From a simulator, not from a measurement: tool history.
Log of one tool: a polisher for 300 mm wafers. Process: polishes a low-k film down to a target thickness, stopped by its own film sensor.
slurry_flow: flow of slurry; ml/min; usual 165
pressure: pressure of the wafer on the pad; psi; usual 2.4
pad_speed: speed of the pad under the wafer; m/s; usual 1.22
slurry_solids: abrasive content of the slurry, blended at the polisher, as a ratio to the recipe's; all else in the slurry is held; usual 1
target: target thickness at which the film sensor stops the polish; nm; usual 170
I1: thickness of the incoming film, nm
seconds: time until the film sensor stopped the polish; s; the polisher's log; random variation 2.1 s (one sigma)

run 1 hour=0 | slurry_flow=165 pressure=2.4 pad_speed=1.22 slurry_solids=1 target=170 | I1=258.2 | seconds=183.6
run 2 hour=12 | slurry_flow=165 pressure=2.4 pad_speed=1.22 slurry_solids=1.2 target=170 | I1=258.4 | seconds=168.7
run 3 hour=28.5 | slurry_flow=165 pressure=2.4 pad_speed=1.22 slurry_solids=1.2 target=170 | I1=256.3 | seconds=169.5
-- hour=38.2 slurry blender recalibrated
run 4 hour=48.7 | slurry_flow=200 pressure=2.4 pad_speed=1.22 slurry_solids=1 target=170 | I1=258.2 | seconds=159.4
-- hour=54.6 worn pad replaced by a new one
run 5 hour=60.4 | slurry_flow=200 pressure=2.4 pad_speed=1.22 slurry_solids=1 target=170 | I1=263.1 | seconds=172.4
run 6 hour=71.3 | slurry_flow=165 pressure=2.4 pad_speed=1.22 slurry_solids=1 target=170 | I1=259.1 | seconds=172.8
run 7 hour=79.5 | slurry_flow=165 pressure=2.4 pad_speed=1.22 slurry_solids=1 target=186 | I1=261.7 | seconds=147.5
run 8 hour=91.2 | slurry_flow=165 pressure=2.9 pad_speed=1.22 slurry_solids=1 target=170 | I1=259.1 | seconds=146
-- hour=106.3 slurry nozzle cleaned
run 9 hour=106.9 | slurry_flow=165 pressure=2.4 pad_speed=1.46 slurry_solids=1 target=170 | I1=259.8 | seconds=167.1
-- hour=117.7 head pressure recalibrated
run 10 hour=118.2 | slurry_flow=165 pressure=2.4 pad_speed=1.22 slurry_solids=1 target=170 | I1=259.4 | seconds=184.5
-- hour=122.7 conditioning disc replaced and pad reconditioned
run 11 hour=132.9 | slurry_flow=165 pressure=2.4 pad_speed=1.22 slurry_solids=1.15 target=170 | I1=260 | seconds=182.3
-- hour=137.6 slurry blender recalibrated
run 12 hour=147.7 | slurry_flow=165 pressure=2.4 pad_speed=1.22 slurry_solids=0.85 target=170 | I1=258.9 | seconds=183.1
-- hour=169.8 worn pad replaced by a new one, of another model than before
run 13 hour=190.2 | slurry_flow=165 pressure=1.8 pad_speed=1.22 slurry_solids=1 target=170 | I1=259.2 | seconds=204.1
run 14 hour=198.4 | slurry_flow=165 pressure=2.4 pad_speed=1.22 slurry_solids=1 target=170 | I1=258.9 | seconds=183.9
run 15 hour=214.9 | slurry_flow=165 pressure=2.4 pad_speed=1.46 slurry_solids=1 target=170 | I1=257.6 | seconds=164.6
run 16 hour=225.4 | slurry_flow=165 pressure=2.4 pad_speed=1.22 slurry_solids=1 target=170 | I1=264 | seconds=198.1
-- hour=233.9 slurry blender recalibrated
run 17 hour=242.2 | slurry_flow=165 pressure=2 pad_speed=1.22 slurry_solids=1 target=157 | I1=257.9 | seconds=208.5
run 18 hour=256.7 | slurry_flow=165 pressure=1.9 pad_speed=1.38 slurry_solids=1.2 target=188 | I1=261.3 | seconds=135.8
-- hour=271.3 worn pad replaced by a new one
run 19 hour=271.8 | slurry_flow=185 pressure=2.4 pad_speed=1.22 slurry_solids=1 target=142 | I1=255 | seconds=229.5
run 20 hour=278.4 | slurry_flow=165 pressure=2.4 pad_speed=1.22 slurry_solids=1.2 target=170 | I1=262.5 | seconds=175.3
run 21 hour=287 | slurry_flow=165 pressure=2.4 pad_speed=1.22 slurry_solids=1 target=170 | I1=257.2 | seconds=173.5
run 22 hour=304.3 | slurry_flow=165 pressure=2.4 pad_speed=1.22 slurry_solids=1 target=170 | I1=259.8 | seconds=189.5
run 23 hour=311.6 | slurry_flow=165 pressure=1.8 pad_speed=1.52 slurry_solids=0.9 target=170 | I1=254.7 | seconds=185.6
-- hour=319.6 conditioning disc replaced and pad reconditioned
run 24 hour=320 | slurry_flow=185 pressure=1.6 pad_speed=0.98 slurry_solids=1 target=170 | I1=261.5 | seconds=270.8
-- hour=327.7 slurry blender recalibrated
run 25 hour=334.2 | slurry_flow=180 pressure=2.4 pad_speed=1.22 slurry_solids=1 target=170 | I1=261.2 | seconds=173.9

Forecast each of these 4 alternatives for the next run:
run A hour=334.7 | slurry_flow=165 pressure=2.4 pad_speed=1.22 slurry_solids=1 target=170 | I1=261.8 | seconds=?
run B hour=334.7 | slurry_flow=140 pressure=2.4 pad_speed=1 slurry_solids=1 target=170 | I1=261.8 | seconds=?
run C hour=334.7 | slurry_flow=205 pressure=3 pad_speed=1.22 slurry_solids=0.75 target=199 | I1=261.8 | seconds=?
run D hour=334.7 | slurry_flow=215 pressure=2.9 pad_speed=1.22 slurry_solids=1 target=170 | I1=261.8 | seconds=?

run=A seconds=172.3
run=B seconds=200
run=C seconds=117.8
run=D seconds=152.4
Without the tool's hidden state the same runs would have given:
run=A seconds=168.9
run=B seconds=196
run=C seconds=115.2
run=D seconds=149.4
